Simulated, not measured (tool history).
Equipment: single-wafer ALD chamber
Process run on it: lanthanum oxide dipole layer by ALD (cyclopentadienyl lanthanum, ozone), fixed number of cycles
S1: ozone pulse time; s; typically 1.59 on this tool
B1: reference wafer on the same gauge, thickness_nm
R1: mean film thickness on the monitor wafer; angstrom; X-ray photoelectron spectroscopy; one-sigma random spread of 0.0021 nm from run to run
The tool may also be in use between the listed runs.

run 1 hour=0.0 | S1=1.13 | B1=0.521 | R1=5.26
run 2 hour=26.0 | S1=1.59 | B1=0.521 | R1=5.62
run 3 hour=38.6 | S1=1.59 | B1=0.520 | R1=5.57
run 4 hour=68.3 | S1=1.59 | B1=0.521 | R1=5.56
run 5 hour=82.0 | S1=1.59 | B1=0.521 | R1=5.60
run 6 hour=107.6 | S1=1.59 | B1=0.521 | R1=5.57
run 7 hour=125.9 | S1=1.31 | B1=0.521 | R1=5.42
run 8 hour=160.6 | S1=1.59 | B1=0.521 | R1=5.58
run 9 hour=196.4 | S1=1.59 | B1=0.521 | R1=5.54
run 10 hour=209.3 | S1=1.59 | B1=0.520 | R1=5.55
run 11 hour=223.8 | S1=1.59 | B1=0.521 | R1=5.60
run 12 hour=248.7 | S1=1.59 | B1=0.521 | R1=5.60
-- hour=252.6 gauge calibrated
run 13 hour=317.1 | S1=1.59 | B1=0.521 | R1=5.57
run 14 hour=331.3 | S1=1.59 | B1=0.521 | R1=5.56
run 15 hour=343.5 | S1=1.98 | B1=0.521 | R1=5.70
run 16 hour=375.8 | S1=2.06 | B1=0.521 | R1=5.74
run 17 hour=403.8 | S1=1.08 | B1=0.521 | R1=5.21
run 18 hour=435.8 | S1=1.95 | B1=0.521 | R1=5.68
run 19 hour=471.4 | S1=1.91 | B1=0.520 | R1=5.71
-- hour=502.0 thermocouple changed; heater temperature recalibrated
run 20 hour=502.5 | S1=1.59 | B1=0.521 | R1=5.55
run 21 hour=533.4 | S1=1.12 | B1=0.521 | R1=5.25
run 22 hour=546.2 | S1=1.59 | B1=0.521 | R1=5.57
-- hour=555.1 ozone generator serviced
run 23 hour=570.2 | S1=1.59 | B1=0.521 | R1=5.59
run 24 hour=602.3 | S1=2.04 | B1=0.520 | R1=5.71
run 25 hour=632.8 | S1=1.59 | B1=0.521 | R1=5.58
-- hour=640.9 showerhead replaced
run 26 hour=660.6 | S1=1.88 | B1=0.521 | R1=5.64
run 27 hour=682.4 | S1=1.59 | B1=0.521 | R1=5.59
run 28 hour=712.8 | S1=1.79 | B1=0.520 | R1=5.67
run 29 hour=728.7 | S1=1.59 | B1=0.520 | R1=5.58
run 30 hour=759.1 | S1=1.42 | B1=0.521 | R1=5.48
run 31 hour=787.5 | S1=1.87 | B1=0.521 | R1=5.66
run 32 hour=809.6 | S1=2.19 | B1=0.521 | R1=5.74
run 33 hour=843.1 | S1=1.18 | B1=0.521 | R1=5.32
run 34 hour=862.7 | S1=1.59 | B1=0.521 | R1=5.58
run 35 hour=893.1 | S1=2.01 | B1=0.521 | R1=5.73

What if the next run were any one of these 4? Each begins from the tool's condition after run 35:
run A hour=893.5 | S1=1.59 | B1=? | R1=?
run B hour=893.5 | S1=1.09 | B1=? | R1=?
run C hour=893.5 | S1=1.94 | B1=? | R1=?
run D hour=893.5 | S1=1.75 | B1=? | R1=?

run=A B1=0.521 R1=5.58
run=B B1=0.521 R1=5.23
run=C B1=0.521 R1=5.70
run=D B1=0.521 R1=5.65
The same runs, with their run-to-run variation unchanged, on a tool lacking any hidden condition would have given:
run=A R1=5.58
run=B R1=5.23
run=C R1=5.70
run=D R1=5.65
